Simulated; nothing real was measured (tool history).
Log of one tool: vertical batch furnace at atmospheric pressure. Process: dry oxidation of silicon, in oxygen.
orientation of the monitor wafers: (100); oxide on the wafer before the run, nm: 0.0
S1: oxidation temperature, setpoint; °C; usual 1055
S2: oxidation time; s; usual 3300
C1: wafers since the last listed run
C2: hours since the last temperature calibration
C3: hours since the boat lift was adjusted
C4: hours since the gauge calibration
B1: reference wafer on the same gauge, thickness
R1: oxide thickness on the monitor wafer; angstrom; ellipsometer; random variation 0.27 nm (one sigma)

Run 1, hour 0: usual settings; C1 0; C2 2367.5; C3 2000.5; C4 574.7; B1 63.22. Result: R1 764.7 angstrom.
Run 2, hour 65.6: usual settings; C1 1018; C2 2433.1; C3 2066.1; C4 640.3; B1 63.15. Result: R1 764.8 angstrom.
Run 3, hour 125.7: usual settings but S1 1060 °C; C1 933; C2 2493.2; C3 2126.2; C4 700.4; B1 63.2. Result: R1 794.2 angstrom.
Run 4, hour 197.6: usual settings but S1 1060 °C; C1 1116; C2 2565.1; C3 2198.1; C4 772.3; B1 63.19. Result: R1 795.9 angstrom.
Run 5, hour 245.4: usual settings but S1 1060 °C; C1 742; C2 2612.9; C3 2245.9; C4 820.1; B1 63.2. Result: R1 797.9 angstrom.
Run 6, hour 290.6: usual settings; C1 701; C2 2658.1; C3 2291.1; C4 865.3; B1 63.2. Result: R1 757.6 angstrom.
Run 7, hour 350.8: usual settings but S1 1037 °C; C1 934; C2 2718.3; C3 2351.3; C4 925.5; B1 63.17. Result: R1 652.3 angstrom.
Run 8, hour 385.5: usual settings but S2 3960 s; C1 538; C2 2753; C3 2386; C4 960.2; B1 63.22. Result: R1 848.3 angstrom.
Run 9, hour 586.8: usual settings but S2 3960 s; C1 3125; C2 2954.3; C3 2587.3; C4 1161.5; B1 63.19. Result: R1 853.6 angstrom.
Run 10, hour 657.1: usual settings but S2 3960 s; C1 1091; C2 3024.6; C3 2657.6; C4 1231.8; B1 63.19. Result: R1 854.2 angstrom.
Run 11, hour 725.5: usual settings; C1 1061; C2 3093; C3 2726; C4 1300.2; B1 63.19. Result: R1 763 angstrom.
Run 12, hour 777.8: usual settings; C1 811; C2 3145.3; C3 2778.3; C4 1352.5; B1 63.22. Result: R1 759.1 angstrom.
At hour 815.3: boat lift adjusted.
Run 13, hour 849.5: usual settings; C1 740; C2 3217; C3 34.2; C4 1424.2; B1 63.2. Result: R1 733.5 angstrom.
At hour 901.3: thermocouples replaced and temperature profile calibrated.
Run 14, hour 901.8: usual settings; C1 439; C2 0.5; C3 86.5; C4 1476.5; B1 63.2. Result: R1 740.7 angstrom.
Run 15, hour 920.4: usual settings but S1 1062 °C; C1 288; C2 19.1; C3 105.1; C4 1495.1; B1 63.21. Result: R1 785.9 angstrom.
Run 16, hour 952.4: usual settings; C1 496; C2 51.1; C3 137.1; C4 1527.1; B1 63.25. Result: R1 739.9 angstrom.
Run 17, hour 991.3: usual settings but S2 2430 s; C1 603; C2 90; C3 176; C4 1566; B1 63.18. Result: R1 613.2 angstrom.
Run 18, hour 1042.6: usual settings but S2 2760 s; C1 796; C2 141.3; C3 227.3; C4 1617.3; B1 63.19. Result: R1 659.1 angstrom.
At hour 1067: boat lift adjusted, repeated, since the last time left the tool worse.
Run 19, hour 1067.5: usual settings; C1 13; C2 166.2; C3 0.5; C4 1642.2; B1 63.21. Result: R1 770.9 angstrom.
At hour 1117.1: gauge calibrated.
Run 20, hour 1137.7: usual settings but S2 4650 s; C1 1089; C2 236.4; C3 70.7; C4 20.6; B1 63.2. Result: R1 958.2 angstrom.
Run 21, hour 1167.8: usual settings but S1 1035 °C, S2 4320 s; C1 467; C2 266.5; C3 100.8; C4 50.7; B1 63.17. Result: R1 777.7 angstrom.
Run 22, hour 1221.8: usual settings but S1 1078 °C, S2 4320 s; C1 838; C2 320.5; C3 154.8; C4 104.7; B1 63.16. Result: R1 1104.3 angstrom.
Run 23, hour 1263.8: usual settings but S2 1830 s; C1 652; C2 362.5; C3 196.8; C4 146.7; B1 63.2. Result: R1 536.2 angstrom.
Run 24, hour 1328.9: usual settings; C1 1010; C2 427.6; C3 261.9; C4 211.8; B1 63.17. Result: R1 770.6 angstrom.
Run 25, hour 1380.1: usual settings but S1 1065 °C, S2 2160 s; C1 794; C2 478.8; C3 313.1; C4 263; B1 63.23. Result: R1 647.1 angstrom.
Run 26, hour 1404.3: usual settings; C1 375; C2 503; C3 337.3; C4 287.2; B1 63.15. Result: R1 775.5 angstrom.
Run 27, hour 1435.2: usual settings; C1 479; C2 533.9; C3 368.2; C4 318.1; B1 63.18. Result: R1 767.4 angstrom.
Run 28, hour 1475.2: usual settings but S1 1070 °C, S2 1980 s; C1 621; C2 573.9; C3 408.2; C4 358.1; B1 63.18. Result: R1 633.5 angstrom.

Forecast each of these 5 alternatives for the next run:
Run A, hour 1480.5: usual settings; C1 82; C2 579.2; C3 413.5; C4 363.4; B1 ?. Result: R1 ?.
Run B, hour 1480.5: usual settings but S1 1033 °C, S2 4620 s; C1 82; C2 579.2; C3 413.5; C4 363.4; B1 ?. Result: R1 ?.
Run C, hour 1480.5: usual settings but S1 1078 °C; C1 82; C2 579.2; C3 413.5; C4 363.4; B1 ?. Result: R1 ?.
Run D, hour 1480.5: usual settings but S1 1043 °C, S2 4140 s; C1 82; C2 579.2; C3 413.5; C4 363.4; B1 ?. Result: R1 ?.
Run E, hour 1480.5: usual settings but S1 1078 °C, S2 2010 s; C1 82; C2 579.2; C3 413.5; C4 363.4; B1 ?. Result: R1 ?.

run     B1     R1
  A  63.21  768.7
  B  63.21  792.8
  C  63.21  922.6
  D  63.21  804.4
  E  63.21  678.4
Without the tool's hidden state the same runs would have given:
run     R1
  A  769.2
  B  793.3
  C  923.1
  D    805
  E  678.8

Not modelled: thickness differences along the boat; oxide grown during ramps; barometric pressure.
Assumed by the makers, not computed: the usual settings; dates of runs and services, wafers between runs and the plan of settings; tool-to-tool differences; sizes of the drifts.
